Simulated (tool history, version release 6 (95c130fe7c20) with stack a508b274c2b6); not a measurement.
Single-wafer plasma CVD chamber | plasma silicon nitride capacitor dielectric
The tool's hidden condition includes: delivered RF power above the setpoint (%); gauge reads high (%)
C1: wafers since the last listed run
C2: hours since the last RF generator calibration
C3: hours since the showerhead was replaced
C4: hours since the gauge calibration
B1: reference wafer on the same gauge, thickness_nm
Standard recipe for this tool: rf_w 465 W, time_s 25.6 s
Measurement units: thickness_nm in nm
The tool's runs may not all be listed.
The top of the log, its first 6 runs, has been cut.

run 7 hour=133.0 | rf_w=465 time_s=25.6 | C1=340 C2=776.2 C3=2407.3 C4=378.3 | B1=32.001 | thickness_nm=38.863
run 8 hour=148.1 | rf_w=465 time_s=25.6 | C1=196 C2=791.3 C3=2422.4 C4=393.4 | B1=31.983 | thickness_nm=38.960
run 9 hour=161.2 | rf_w=465 time_s=25.6 | C1=170 C2=804.4 C3=2435.5 C4=406.5 | B1=32.015 | thickness_nm=38.972
run 10 hour=179.6 | rf_w=465 time_s=25.6 | C1=239 C2=822.8 C3=2453.9 C4=424.9 | B1=32.009 | thickness_nm=39.013
run 11 hour=204.8 | rf_w=415 time_s=23.3 | C1=327 C2=848.0 C3=2479.1 C4=450.1 | B1=32.007 | thickness_nm=34.677
run 12 hour=237.6 | rf_w=415 time_s=23.3 | C1=426 C2=880.8 C3=2511.9 C4=482.9 | B1=32.074 | thickness_nm=34.558
-- hour=259.0 RF generator calibrated
run 13 hour=259.5 | rf_w=465 time_s=25.6 | C1=180 C2=0.5 C3=2533.8 C4=504.8 | B1=32.066 | thickness_nm=39.094
run 14 hour=291.6 | rf_w=465 time_s=25.6 | C1=417 C2=32.6 C3=2565.9 C4=536.9 | B1=32.103 | thickness_nm=38.947
run 15 hour=314.1 | rf_w=465 time_s=25.6 | C1=292 C2=55.1 C3=2588.4 C4=559.4 | B1=32.113 | thickness_nm=39.052
-- hour=334.8 showerhead replaced
run 16 hour=335.3 | rf_w=465 time_s=25.6 | C1=171 C2=76.3 C3=0.5 C4=580.6 | B1=32.110 | thickness_nm=39.026

The next listed run, before its measurement:
run 17 hour=347.4 | rf_w=465 time_s=25.6 | C1=157 C2=88.4 C3=12.6 C4=592.7 | B1=? | thickness_nm=?

{"run 17": {"B1": 32.081, "thickness_nm": 39.198}}
Were there no unlogged condition in the tool, this run, its random variation unchanged, would have produced thickness_nm 38.339 nm.
